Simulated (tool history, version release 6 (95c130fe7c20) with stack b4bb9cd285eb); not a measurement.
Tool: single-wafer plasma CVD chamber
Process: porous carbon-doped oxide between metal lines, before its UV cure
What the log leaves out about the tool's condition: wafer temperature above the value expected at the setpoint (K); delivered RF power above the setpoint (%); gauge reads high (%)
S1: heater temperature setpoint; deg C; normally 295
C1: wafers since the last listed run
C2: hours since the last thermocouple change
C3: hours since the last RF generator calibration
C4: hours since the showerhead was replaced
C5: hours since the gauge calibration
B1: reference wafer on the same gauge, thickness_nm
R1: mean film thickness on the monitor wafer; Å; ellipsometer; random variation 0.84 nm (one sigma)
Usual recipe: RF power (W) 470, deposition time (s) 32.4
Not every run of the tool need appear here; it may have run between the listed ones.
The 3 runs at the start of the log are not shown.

{"run": 4, "hour": 81.0, "S1": 292, "RF power (W)": 470, "deposition time (s)": 32.4, "C1": 672, "C2": 2667.2, "C3": 953.4, "C4": 5680.3, "C5": 584.7, "B1": 190.962, "R1": 1754.17}
{"run": 5, "hour": 97.4, "S1": 292, "RF power (W)": 470, "deposition time (s)": 32.4, "C1": 488, "C2": 2683.6, "C3": 969.8, "C4": 5696.7, "C5": 601.1, "B1": 191.2, "R1": 1768.14}
{"run": 6, "hour": 118.0, "S1": 292, "RF power (W)": 470, "deposition time (s)": 32.4, "C1": 613, "C2": 2704.2, "C3": 990.4, "C4": 5717.3, "C5": 621.7, "B1": 191.08, "R1": 1744.52}
{"run": 7, "hour": 150.1, "S1": 295, "RF power (W)": 470, "deposition time (s)": 32.4, "C1": 955, "C2": 2736.3, "C3": 1022.5, "C4": 5749.4, "C5": 653.8, "B1": 191.142, "R1": 1708.2}
{"run": 8, "hour": 176.2, "S1": 295, "RF power (W)": 470, "deposition time (s)": 32.4, "C1": 776, "C2": 2762.4, "C3": 1048.6, "C4": 5775.5, "C5": 679.9, "B1": 190.854, "R1": 1717.4}
{"run": 9, "hour": 189.3, "S1": 295, "RF power (W)": 470, "deposition time (s)": 32.4, "C1": 389, "C2": 2775.5, "C3": 1061.7, "C4": 5788.6, "C5": 693, "B1": 191.073, "R1": 1727.17}
{"run": 10, "hour": 293.0, "S1": 295, "RF power (W)": 470, "deposition time (s)": 32.4, "C1": 3086, "C2": 2879.2, "C3": 1165.4, "C4": 5892.3, "C5": 796.7, "B1": 190.777, "R1": 1710.03}
{"run": 11, "hour": 312.0, "S1": 288, "RF power (W)": 470, "deposition time (s)": 32.4, "C1": 565, "C2": 2898.2, "C3": 1184.4, "C4": 5911.3, "C5": 815.7, "B1": 191.29, "R1": 1774.21}
{"run": 12, "hour": 342.9, "S1": 306, "RF power (W)": 380, "deposition time (s)": 29.4, "C1": 919, "C2": 2929.1, "C3": 1215.3, "C4": 5942.2, "C5": 846.6, "B1": 191.081, "R1": 1275.01}
{"run": 13, "hour": 373.6, "S1": 295, "RF power (W)": 470, "deposition time (s)": 35.1, "C1": 913, "C2": 2959.8, "C3": 1246, "C4": 5972.9, "C5": 877.3, "B1": 191.425, "R1": 1849.67}
{"hour": 375.7, "done": "gauge calibrated"}
{"run": 14, "hour": 394.5, "S1": 295, "RF power (W)": 470, "deposition time (s)": 32.4, "C1": 622, "C2": 2980.7, "C3": 1266.9, "C4": 5993.8, "C5": 18.8, "B1": 190.945, "R1": 1708.17}
{"run": 15, "hour": 421.0, "S1": 295, "RF power (W)": 470, "deposition time (s)": 32.4, "C1": 788, "C2": 3007.2, "C3": 1293.4, "C4": 6020.3, "C5": 45.3, "B1": 190.762, "R1": 1705.61}
{"hour": 453.5, "done": "thermocouple changed; heater temperature recalibrated"}
{"run": 16, "hour": 454.0, "S1": 303, "RF power (W)": 440, "deposition time (s)": 27.9, "C1": 744, "C2": 0.5, "C3": 1326.4, "C4": 6053.3, "C5": 78.3, "B1": 191.016, "R1": 1362.21}
{"run": 17, "hour": 472.5, "S1": 283, "RF power (W)": 495, "deposition time (s)": 34.5, "C1": 550, "C2": 19, "C3": 1344.9, "C4": 6071.8, "C5": 96.8, "B1": 191.286, "R1": 1999.63}
{"run": 18, "hour": 506.9, "S1": 295, "RF power (W)": 530, "deposition time (s)": 32.4, "C1": 1023, "C2": 53.4, "C3": 1379.3, "C4": 6106.2, "C5": 131.2, "B1": 190.93, "R1": 1816.61}
{"run": 19, "hour": 548.3, "S1": 303, "RF power (W)": 440, "deposition time (s)": 27.9, "C1": 1232, "C2": 94.8, "C3": 1420.7, "C4": 6147.6, "C5": 172.6, "B1": 190.892, "R1": 1346.24}
{"run": 20, "hour": 560.4, "S1": 295, "RF power (W)": 505, "deposition time (s)": 30.2, "C1": 360, "C2": 106.9, "C3": 1432.8, "C4": 6159.7, "C5": 184.7, "B1": 191.082, "R1": 1654.39}
{"run": 21, "hour": 592.8, "S1": 308, "RF power (W)": 510, "deposition time (s)": 32.4, "C1": 964, "C2": 139.3, "C3": 1465.2, "C4": 6192.1, "C5": 217.1, "B1": 190.726, "R1": 1664.64}
{"hour": 606.2, "done": "RF generator calibrated"}
{"run": 22, "hour": 621.0, "S1": 303, "RF power (W)": 515, "deposition time (s)": 38.5, "C1": 601, "C2": 167.5, "C3": 14.8, "C4": 6220.3, "C5": 245.3, "B1": 190.655, "R1": 2094.6}
{"run": 23, "hour": 652.4, "S1": 285, "RF power (W)": 470, "deposition time (s)": 32.4, "C1": 934, "C2": 198.9, "C3": 46.2, "C4": 6251.7, "C5": 276.7, "B1": 191.09, "R1": 1848.83}
{"hour": 662.5, "done": "showerhead replaced"}
{"run": 24, "hour": 711.7, "S1": 295, "RF power (W)": 520, "deposition time (s)": 27.9, "C1": 1526, "C2": 258.2, "C3": 105.5, "C4": 49.2, "C5": 336, "B1": 191.136, "R1": 1596.23}
{"run": 25, "hour": 727.6, "S1": 295, "RF power (W)": 470, "deposition time (s)": 35, "C1": 473, "C2": 274.1, "C3": 121.4, "C4": 65.1, "C5": 351.9, "B1": 190.928, "R1": 1885.25}
{"run": 26, "hour": 761.7, "S1": 286, "RF power (W)": 535, "deposition time (s)": 35.5, "C1": 1015, "C2": 308.2, "C3": 155.5, "C4": 99.2, "C5": 386, "B1": 191.033, "R1": 2167.77}

Estimate the outcome of run 27 from the log above:
{"run": 27, "hour": 779.7, "S1": 295, "RF power (W)": 470, "deposition time (s)": 32.4, "C1": 535, "C2": 326.2, "C3": 173.5, "C4": 117.2, "C5": 404, "B1": "?", "R1": "?"}

Logged for run 27: B1 190.882, R1 1753.97 Å.
Were there no unlogged condition in the tool, this run, its random variation unchanged, would have produced R1 1781.08 Å.
